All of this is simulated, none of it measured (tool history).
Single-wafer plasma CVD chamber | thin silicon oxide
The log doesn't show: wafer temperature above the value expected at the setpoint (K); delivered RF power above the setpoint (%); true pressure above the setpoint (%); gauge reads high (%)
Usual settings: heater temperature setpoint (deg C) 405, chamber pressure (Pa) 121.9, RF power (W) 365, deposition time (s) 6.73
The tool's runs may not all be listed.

run	hour	heater temperature setpoint (deg C)	chamber pressure (Pa)	RF power (W)	deposition time (s)	wafers since the last listed run	hours since the last thermocouple change	hours since the last RF generator calibration	hours since the last manometer calibration	hours since the showerhead was replaced	hours since the gauge calibration	read-back reference wafer on the same gauge, thickness_nm	mean film thickness on the monitor wafer (Å)
1	0	405	121.9	365	6.73	0	1735.7	2638.1	2135.3	6030.4	60.6	16.6	156.26
2	7.3	405	121.9	365	6.73	238	1743	2645.4	2142.6	6037.7	67.9	16.604	156.73
3	23.9	414	121.9	365	6.73	542	1759.6	2662	2159.2	6054.3	84.5	16.603	155.48
4	31.7	399	121.9	365	6.73	254	1767.4	2669.8	2167	6062.1	92.3	16.587	157.55
5	38.6	399	121.9	365	6.73	225	1774.3	2676.7	2173.9	6069	99.2	16.608	156.79
6	55	396	121.9	365	6.73	535	1790.7	2693.1	2190.3	6085.4	115.6	16.593	157.16
# hour 66.3: RF generator calibrated
7	70.5	396	121.9	365	6.73	244	1806.2	4.2	2205.8	6100.9	131.1	16.601	157.37
8	78.9	394	121.9	365	7.17	274	1814.6	12.6	2214.2	6109.3	139.5	16.604	168.2
9	89.1	405	102.3	365	6.73	333	1824.8	22.8	2224.4	6119.5	149.7	16.584	129.9
# hour 108: capacitance manometer re-zeroed and calibrated
10	108.5	405	121.9	305	6.73	372	1844.2	42.2	0.5	6138.9	169.1	16.6	144.6
# hour 120.5: gauge calibrated
11	121.6	399	121.9	365	6.73	427	1857.3	55.3	13.6	6152	1.1	16.601	157.12
# hour 131.3: showerhead replaced
# hour 133.7: thermocouple changed; heater temperature recalibrated
12	135.5	405	149.1	365	6	113	1.8	69.2	27.5	4.2	15	16.596	164.38
13	146.6	405	92.4	420	5.88	362	12.9	80.3	38.6	15.3	26.1	16.609	105.52
14	164.1	405	121.9	365	5.79	571	30.4	97.8	56.1	32.8	43.6	16.596	134.96
15	176.8	405	121.9	345	6.73	414	43.1	110.5	68.8	45.5	56.3	16.603	153.14

What the log doesn't show, run by run:
wafer temperature above the value expected at the setpoint (K): 0 in every run
delivered RF power above the setpoint (%): 0 in every run
true pressure above the setpoint (%): 0 in every run
gauge reads high (%): 0 in every run
